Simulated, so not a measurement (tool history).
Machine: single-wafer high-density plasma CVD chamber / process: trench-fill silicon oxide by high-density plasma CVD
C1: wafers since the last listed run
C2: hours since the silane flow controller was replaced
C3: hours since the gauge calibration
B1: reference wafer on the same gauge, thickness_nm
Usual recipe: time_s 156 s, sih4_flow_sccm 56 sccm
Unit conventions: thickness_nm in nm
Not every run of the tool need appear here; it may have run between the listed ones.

run 1 hour=0.0 | time_s=141 sih4_flow_sccm=63 | C1=0 C2=3620.7 C3=158.9 | B1=902.495 | thickness_nm=889.104
run 2 hour=45.4 | time_s=141 sih4_flow_sccm=63 | C1=592 C2=3666.1 C3=204.3 | B1=903.091 | thickness_nm=885.829
run 3 hour=74.9 | time_s=141 sih4_flow_sccm=63 | C1=385 C2=3695.6 C3=233.8 | B1=902.586 | thickness_nm=888.918
run 4 hour=103.2 | time_s=156 sih4_flow_sccm=56 | C1=369 C2=3723.9 C3=262.1 | B1=903.528 | thickness_nm=878.992
run 5 hour=120.1 | time_s=156 sih4_flow_sccm=56 | C1=220 C2=3740.8 C3=279.0 | B1=903.012 | thickness_nm=878.778
run 6 hour=133.3 | time_s=156 sih4_flow_sccm=56 | C1=172 C2=3754.0 C3=292.2 | B1=902.230 | thickness_nm=875.445
run 7 hour=149.0 | time_s=156 sih4_flow_sccm=56 | C1=205 C2=3769.7 C3=307.9 | B1=904.064 | thickness_nm=873.911
run 8 hour=182.3 | time_s=149 sih4_flow_sccm=56 | C1=434 C2=3803.0 C3=341.2 | B1=902.391 | thickness_nm=837.174
run 9 hour=204.4 | time_s=156 sih4_flow_sccm=56 | C1=288 C2=3825.1 C3=363.3 | B1=903.710 | thickness_nm=879.209
run 10 hour=233.5 | time_s=156 sih4_flow_sccm=56 | C1=380 C2=3854.2 C3=392.4 | B1=903.304 | thickness_nm=877.869
-- hour=264.7 gauge calibrated
run 11 hour=265.0 | time_s=156 sih4_flow_sccm=56 | C1=411 C2=3885.7 C3=0.3 | B1=901.936 | thickness_nm=873.534
run 12 hour=281.8 | time_s=156 sih4_flow_sccm=56 | C1=219 C2=3902.5 C3=17.1 | B1=903.530 | thickness_nm=877.719
run 13 hour=311.3 | time_s=156 sih4_flow_sccm=56 | C1=385 C2=3932.0 C3=46.6 | B1=904.308 | thickness_nm=876.724
run 14 hour=330.6 | time_s=156 sih4_flow_sccm=56 | C1=252 C2=3951.3 C3=65.9 | B1=903.267 | thickness_nm=874.930
run 15 hour=360.2 | time_s=177 sih4_flow_sccm=56 | C1=386 C2=3980.9 C3=95.5 | B1=903.388 | thickness_nm=995.862
run 16 hour=390.7 | time_s=177 sih4_flow_sccm=56 | C1=398 C2=4011.4 C3=126.0 | B1=902.290 | thickness_nm=990.938
run 17 hour=414.9 | time_s=156 sih4_flow_sccm=56 | C1=316 C2=4035.6 C3=150.2 | B1=901.985 | thickness_nm=876.021
run 18 hour=431.9 | time_s=176 sih4_flow_sccm=47 | C1=222 C2=4052.6 C3=167.2 | B1=902.781 | thickness_nm=832.678
run 19 hour=459.8 | time_s=156 sih4_flow_sccm=66 | C1=364 C2=4080.5 C3=195.1 | B1=902.999 | thickness_nm=1026.299
run 20 hour=478.0 | time_s=133 sih4_flow_sccm=56 | C1=237 C2=4098.7 C3=213.3 | B1=901.968 | thickness_nm=747.175
run 21 hour=502.8 | time_s=156 sih4_flow_sccm=56 | C1=323 C2=4123.5 C3=238.1 | B1=903.172 | thickness_nm=873.670
run 22 hour=536.5 | time_s=184 sih4_flow_sccm=56 | C1=440 C2=4157.2 C3=271.8 | B1=902.158 | thickness_nm=1032.996
run 23 hour=550.8 | time_s=139 sih4_flow_sccm=64 | C1=186 C2=4171.5 C3=286.1 | B1=902.484 | thickness_nm=886.560
run 24 hour=585.0 | time_s=156 sih4_flow_sccm=56 | C1=446 C2=4205.7 C3=320.3 | B1=902.181 | thickness_nm=881.045
-- hour=605.1 silane flow controller replaced
run 25 hour=609.2 | time_s=135 sih4_flow_sccm=67 | C1=211 C2=4.1 C3=344.5 | B1=902.564 | thickness_nm=848.261
run 26 hour=643.3 | time_s=172 sih4_flow_sccm=56 | C1=445 C2=38.2 C3=378.6 | B1=902.652 | thickness_nm=909.568
run 27 hour=664.8 | time_s=156 sih4_flow_sccm=56 | C1=280 C2=59.7 C3=400.1 | B1=903.911 | thickness_nm=822.650
run 28 hour=688.0 | time_s=136 sih4_flow_sccm=61 | C1=303 C2=82.9 C3=423.3 | B1=903.466 | thickness_nm=784.825
run 29 hour=709.7 | time_s=156 sih4_flow_sccm=56 | C1=283 C2=104.6 C3=445.0 | B1=903.012 | thickness_nm=827.888
run 30 hour=724.9 | time_s=170 sih4_flow_sccm=56 | C1=198 C2=119.8 C3=460.2 | B1=903.859 | thickness_nm=901.236
-- hour=783.5 gauge calibrated
run 31 hour=808.2 | time_s=156 sih4_flow_sccm=56 | C1=1087 C2=203.1 C3=24.7 | B1=904.098 | thickness_nm=829.181
run 32 hour=826.9 | time_s=172 sih4_flow_sccm=48 | C1=244 C2=221.8 C3=43.4 | B1=903.202 | thickness_nm=789.421

For each entry between runs, how does the tool's hidden state at the last listed run before it compare with that at the first listed run after it?
Runs 10 to 11: gauge calibrated (hour 264.7)
  no difference in the tool's unlogged condition between these two runs
  measured value less the no-hidden-state value, thickness_nm: +46.174 -> +45.999 nm
Runs 24 to 25: silane flow controller replaced (hour 605.1)
  delivered silane flow above the setpoint (%): 5.76 -> -0.725
  measured value less the no-hidden-state value, thickness_nm: +46.872 -> -6.047 nm
Runs 30 to 31: gauge calibrated (hour 783.5)
  delivered silane flow above the setpoint (%): -0.162 -> 0.212
  measured value less the no-hidden-state value, thickness_nm: -1.428 -> +1.712 nm
